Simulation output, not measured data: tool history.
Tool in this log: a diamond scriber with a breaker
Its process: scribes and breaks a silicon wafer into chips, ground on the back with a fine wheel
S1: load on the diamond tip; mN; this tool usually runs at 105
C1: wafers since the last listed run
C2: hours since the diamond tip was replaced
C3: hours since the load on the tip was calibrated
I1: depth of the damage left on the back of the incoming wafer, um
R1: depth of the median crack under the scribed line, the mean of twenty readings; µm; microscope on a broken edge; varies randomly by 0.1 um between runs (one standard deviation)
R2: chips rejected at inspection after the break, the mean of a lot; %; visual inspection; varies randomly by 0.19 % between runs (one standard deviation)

run    hour   S1   C1     C2      C3    I1     R1     R2
  1       0  128    0  492.7   859.2  2.48  10.22   4.48
  2    34.8  128   90  527.5     894  1.88   9.98   3.23
  3      51  105   42  543.7   910.2  1.51   8.54   1.53
  4    84.6  105   87  577.3   943.8  1.65   8.69   1.63
  5   115.9  126   81  608.6   975.1  1.72   9.93   2.77
  6   130.9  126   38  623.6   990.1   1.7   9.86   2.63
  7   197.2  126  172  689.9  1056.4  1.96   9.73   3.05
  8   210.3  105   33    703  1069.5  2.81    8.8   6.08
  9   243.8  105   86  736.5    1103   2.5   8.68   4.01
 10     260  105   42  752.7  1119.2   2.9   8.58   6.46
 11   275.4  119   39  768.1  1134.6  1.64    9.5   1.32
 12     296   83   53  788.7  1155.2  2.78   7.38  13.57
 13   327.6   84   82  820.3  1186.8  2.05   7.38   9.74
 14   361.4   84   87  854.1  1220.6  1.52   7.35   8.16
      394.7  -- diamond tip replaced by a new one
 15   405.4   84  109   10.7  1264.6  1.51   7.31   8.57
 16   421.8  105   42   27.1    1281  2.09   8.33   3.68
 17   443.2  105   55   48.5  1302.4   1.9   8.58   3.01
 18   458.4  105   39   63.7  1317.6  1.81   8.48   2.43
 19   477.9  105   50   83.2  1337.1  1.79   8.43   2.53
 20   511.3   79   86  116.6  1370.5  1.51   7.05  12.39
 21   543.5  134   83  148.8  1402.7  1.83  10.04   2.79
 22   618.4  105  194  223.7  1477.6   1.9   8.55   3.66
      620.6  -- load on the tip recalibrated
 23   651.7   85   81    257    31.1  2.58   6.77  17.92
 24   676.9  128   65  282.2    56.3  2.22   9.02   2.65
 25   753.5   94  198  358.8   132.9  2.49    7.2  13.38
 26   777.9  121   63  383.2   157.3   1.6   8.64   1.76
 27   802.2  136   63  407.5   181.6   1.6   9.24   1.53
 28   823.7  105   55    429   203.1  2.62   7.86   9.35
 29   853.5  117   77  458.8   232.9  2.91   8.42   7.42
      867.8  -- load on the tip recalibrated, repeated, since the last time left the tool worse
 30   882.2  105   69  487.5    14.4  1.71   9.08   1.26
 31   912.1  131   77  517.4    44.3  2.12  10.65    5.1
 32   926.2  125   36  531.5    58.4  2.52  10.28   4.77
 33   938.4   86   31  543.7    70.6  2.74   7.88   9.52
 34   954.3  123   41  559.6    86.5  2.12  10.18   3.72
 35   986.1  105   82  591.4   118.3  1.78   9.06   1.39
 36  1020.3  120   88  625.6   152.5  2.23  10.18   3.25
 37  1034.1  105   35  639.4   166.3   2.6   9.13   3.77
 38  1066.7   90   84    672   198.9  2.24   8.17   5.44

Consider 4 possible next runs. They are alternatives, not a sequence: every one starts from the tool as it was left by run 38. What does each give?
  A  1067.3  118   1  672.6  199.5  1.58   ?   ?
  B  1067.3   89   1  672.6  199.5  1.58   ?   ?
  C  1067.3  122   1  672.6  199.5  1.58   ?   ?
  D  1067.3  135   1  672.6  199.5  1.58   ?   ?

run     R1    R2
  A   9.75  2.34
  B   8.06  3.54
  C   9.97  2.98
  D  10.68  5.88
Had the tool no hidden state, the same runs would have come out as:
run     R1    R2
  A   9.71  2.25
  B   8.03  3.68
  C   9.94  2.86
  D  10.64  5.68
